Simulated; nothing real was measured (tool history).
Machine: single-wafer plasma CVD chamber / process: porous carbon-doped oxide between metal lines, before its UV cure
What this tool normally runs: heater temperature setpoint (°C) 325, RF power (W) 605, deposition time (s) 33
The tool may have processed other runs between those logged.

run,hour,heater temperature setpoint (°C),RF power (W),deposition time (s),"read-back reference wafer on the same gauge, thickness_nm",mean film thickness on the monitor wafer (angstrom)
1,0,325,605,37.4,155.946,1684.31
2,9,320,605,33,155.972,1522.74
3,19.5,320,605,33,155.979,1523.58
4,33.4,320,605,33,155.94,1515.01
5,44.7,329,570,33,155.971,1397.91
6,59.7,329,570,33,155.88,1401.91
7,74.4,329,570,33,155.987,1399.58
8,88.9,316,605,33,155.964,1543.53
9,95.3,325,605,33,155.975,1483.37
10,106.5,328,670,33,156.029,1569.07
11,114.5,328,670,33,155.988,1577.76
12,125.8,328,670,33,156.06,1573.96
13,135.6,325,605,33,155.945,1484.88
14,148,325,605,33,156.057,1482.2
15,164.4,331,605,33,156.002,1443.11
16,178.9,319,495,36.6,155.871,1456.06
17,186.2,340,605,38.5,156.005,1614.47
# hour 199.6: gauge calibrated
18,200.6,325,605,33,156.094,1484.11
19,218.6,335,535,38.7,155.995,1515.44
# hour 236.4: thermocouple changed; heater temperature recalibrated
20,236.9,310,690,33,156.028,1728.01
21,240.6,320,695,33,156.009,1663.48
# hour 253.5: RF generator calibrated
22,254,325,605,33,155.975,1434.68
23,267.6,313,700,37.9,156.024,1918.62
24,282.8,325,605,33,156.13,1440.01
25,298.1,325,605,33,156.048,1432.44
26,316,325,605,33,156.042,1437.37
# hour 325.9: showerhead replaced
27,332.6,338,605,33,156.12,1359.05
28,347,311,725,33,156.101,1731.85
# hour 356.7: RF generator calibrated, repeated, since the last time left the tool worse
29,362.6,325,605,31,156.03,1457.08
30,371.2,316,605,28.4,155.989,1395.66
31,378.6,317,490,29.4,156.128,1228.99
32,390.2,339,710,26.5,156.13,1324.8
33,408.1,325,505,37.2,155.998,1522.41
34,424.6,333,505,29.9,156.007,1194.7
35,431.9,316,485,37.7,156.075,1563.49

Same runs, no hidden state in the tool, same run-to-run variation:
Hidden state present: wafer temperature above the value expected at the setpoint (K); delivered RF power above the setpoint (%); gauge reads high (%).
run,mean film thickness on the monitor wafer (angstrom)
1,1754.45
2,1586.48
3,1587.74
4,1579.33
5,1458.31
6,1462.99
7,1461.07
8,1611.13
9,1548.57
10,1637.83
11,1647.2
12,1643.67
13,1551.59
14,1549.25
15,1508.96
16,1525.77
17,1689
18,1553.15
19,1588.35
20,1808.64
21,1741.23
22,1547.38
23,2067.68
24,1554.25
25,1546.67
26,1552.68
27,1468.7
28,1869.38
29,1458.71
30,1397.47
31,1230.85
32,1327.04
33,1525.74
34,1197.77
35,1567.75
